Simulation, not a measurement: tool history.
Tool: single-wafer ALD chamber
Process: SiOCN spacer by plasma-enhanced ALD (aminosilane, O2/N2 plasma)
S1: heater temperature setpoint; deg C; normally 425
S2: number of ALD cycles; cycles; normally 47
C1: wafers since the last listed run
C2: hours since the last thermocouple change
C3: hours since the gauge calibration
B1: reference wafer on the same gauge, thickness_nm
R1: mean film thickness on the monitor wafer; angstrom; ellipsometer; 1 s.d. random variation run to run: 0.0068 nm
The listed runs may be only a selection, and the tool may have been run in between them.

run	hour	S1	S2	C1	C2	C3	B1	R1
1	0.0	421	47	0	1880.5	86.6	2.421	27.47
2	13.0	425	47	83	1893.5	99.6	2.421	27.10
3	21.3	425	47	53	1901.8	107.9	2.420	27.08
4	38.0	425	47	106	1918.5	124.6	2.421	27.01
5	51.6	425	47	87	1932.1	138.2	2.421	27.07
# hour 62.8: gauge calibrated
6	64.2	425	47	80	1944.7	1.4	2.420	27.10
7	73.8	436	47	61	1954.3	11.0	2.419	26.10
8	91.0	425	47	110	1971.5	28.2	2.419	27.00
9	105.7	420	53	94	1986.2	42.9	2.420	31.05
# hour 118.6: thermocouple changed; heater temperature recalibrated
10	119.1	432	39	34	0.5	56.3	2.420	22.01
11	124.4	416	55	33	5.8	61.6	2.419	32.53
12	145.1	416	55	132	26.5	82.3	2.420	32.45
13	153.1	419	39	51	34.5	90.3	2.419	22.84
14	168.4	439	47	98	49.8	105.6	2.420	26.03
15	184.5	431	42	103	65.9	121.7	2.420	23.74
16	192.3	414	51	49	73.7	129.5	2.420	30.27
17	205.3	419	39	83	86.7	142.5	2.420	22.84

3 ways to go on from here, each from the tool as it stands after run 17. What would each give?
A	205.8	425	47	3	87.2	143.0	?	?
B	205.8	413	52	3	87.2	143.0	?	?
C	205.8	432	56	3	87.2	143.0	?	?

run	B1	R1
A	2.419	26.97
B	2.419	30.91
C	2.419	31.46
With the hidden condition removed and each run's random variation left untouched, the same runs would have given:
run	R1
A	26.97
B	30.91
C	31.46
